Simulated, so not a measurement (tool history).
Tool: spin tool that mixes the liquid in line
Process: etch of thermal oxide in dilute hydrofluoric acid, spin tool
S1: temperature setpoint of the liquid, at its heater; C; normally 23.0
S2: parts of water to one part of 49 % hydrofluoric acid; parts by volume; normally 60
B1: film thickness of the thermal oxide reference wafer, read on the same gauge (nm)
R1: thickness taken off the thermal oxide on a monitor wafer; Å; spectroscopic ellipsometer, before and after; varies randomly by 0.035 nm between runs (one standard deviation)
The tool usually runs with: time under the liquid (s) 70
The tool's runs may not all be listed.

Run 1, hour 0.0: usual settings but time under the liquid (s) 80; B1 40.01. Result: R1 49.2 Å.
Run 2, hour 18.3: usual settings but S1 22.0 C, S2 50 parts by volume; B1 39.99. Result: R1 50.5 Å.
Run 3, hour 52.3: usual settings but S1 22.0 C, S2 50 parts by volume; B1 40.01. Result: R1 49.7 Å.
Run 4, hour 81.0: usual settings but S2 70 parts by volume; B1 39.97. Result: R1 35.9 Å.
Run 5, hour 113.6: usual settings but S2 70 parts by volume; B1 40.05. Result: R1 36.1 Å.
Run 6, hour 148.9: usual settings; B1 40.02. Result: R1 41.8 Å.
Run 7, hour 176.6: usual settings; B1 40.01. Result: R1 41.9 Å.
Run 8, hour 195.2: usual settings; B1 39.99. Result: R1 42.0 Å.
At hour 208.7: hydrofluoric acid flow meter replaced.
Run 9, hour 228.5: usual settings; B1 39.96. Result: R1 46.3 Å.
Run 10, hour 250.2: usual settings but S1 21.0 C, S2 40 parts by volume; B1 39.99. Result: R1 66.0 Å.
Run 11, hour 263.5: usual settings but S1 19.5 C, S2 70 parts by volume; B1 40.02. Result: R1 33.8 Å.
Run 12, hour 292.0: usual settings but S1 24.5 C, time under the liquid (s) 45; B1 40.03. Result: R1 32.0 Å.
Run 13, hour 319.8: usual settings but S2 80 parts by volume, time under the liquid (s) 100; B1 39.99. Result: R1 48.1 Å.
Run 14, hour 347.6: usual settings but S1 26.5 C, time under the liquid (s) 80; B1 39.98. Result: R1 61.7 Å.
Run 15, hour 381.8: usual settings but S1 26.5 C, time under the liquid (s) 35; B1 40.01. Result: R1 26.9 Å.
Run 16, hour 400.4: usual settings but S1 19.0 C, time under the liquid (s) 40; B1 39.95. Result: R1 22.3 Å.
Run 17, hour 415.0: usual settings but S2 35 parts by volume; B1 40.04. Result: R1 81.1 Å.
Run 18, hour 500.2: usual settings but S1 21.0 C, time under the liquid (s) 95; B1 39.99. Result: R1 56.3 Å.
Run 19, hour 518.1: usual settings; B1 40.00. Result: R1 44.9 Å.
At hour 523.2: thermometer replaced.
Run 20, hour 542.0: usual settings but S2 80 parts by volume, time under the liquid (s) 100; B1 40.01. Result: R1 51.8 Å.
At hour 572.5: gauge calibrated.
Run 21, hour 575.6: usual settings but S1 25.5 C, S2 45 parts by volume; B1 40.03. Result: R1 74.9 Å.
Run 22, hour 593.9: usual settings but S1 19.5 C, time under the liquid (s) 90; B1 40.00. Result: R1 55.8 Å.
Run 23, hour 617.4: usual settings but S1 27.0 C, time under the liquid (s) 105; B1 39.98. Result: R1 87.5 Å.
Run 24, hour 646.8: usual settings but S1 21.5 C, S2 50 parts by volume, time under the liquid (s) 90; B1 39.99. Result: R1 73.4 Å.
Run 25, hour 668.4: usual settings but S1 21.5 C; B1 40.02. Result: R1 45.6 Å.
Run 26, hour 681.0: usual settings but time under the liquid (s) 35; B1 39.99. Result: R1 24.6 Å.
Run 27, hour 779.6: usual settings but S1 25.0 C; B1 39.97. Result: R1 52.7 Å.
Run 28, hour 808.5: usual settings but time under the liquid (s) 105; B1 39.95. Result: R1 72.5 Å.
Run 29, hour 843.4: usual settings but S2 85 parts by volume, time under the liquid (s) 40; B1 39.98. Result: R1 19.0 Å.
Run 30, hour 874.0: usual settings but S1 21.0 C, S2 70 parts by volume, time under the liquid (s) 95; B1 40.01. Result: R1 51.1 Å.
Run 31, hour 894.3: usual settings; B1 40.01. Result: R1 48.0 Å.
Run 32, hour 913.6: usual settings but S1 26.0 C; B1 39.98. Result: R1 54.0 Å.
Run 33, hour 936.3: usual settings; B1 40.04. Result: R1 48.1 Å.

Some steps in R1 between neighbouring runs. How much of each would the tool show without its hidden state too (settings, what came in, random variation), and how much is left for the hidden state, with any gauge scatter that isn't in both results?
What the log doesn't record here: liquid colder than its thermometer reads (K); hydrofluoric acid flow below the setpoint (%); gauge reads high (%).
Run 8 -> 9: hydrofluoric acid flow meter replaced. R1 +4.3 Å: hidden state +4.6, all else -0.3.
Run 14 -> 15: time under the liquid (s) 80 -> 35. R1 -34.8 Å: hidden state +4.2, all else -39.0.
Run 16 -> 17: S1 19.0 -> 23.0, S2 60 -> 35, time under the liquid (s) 40 -> 70. R1 +58.8 Å: hidden state -7.9, all else +66.7.
Run 28 -> 29: S2 60 -> 85, time under the liquid (s) 105 -> 40. R1 -53.5 Å: hidden state +3.8, all else -57.3.
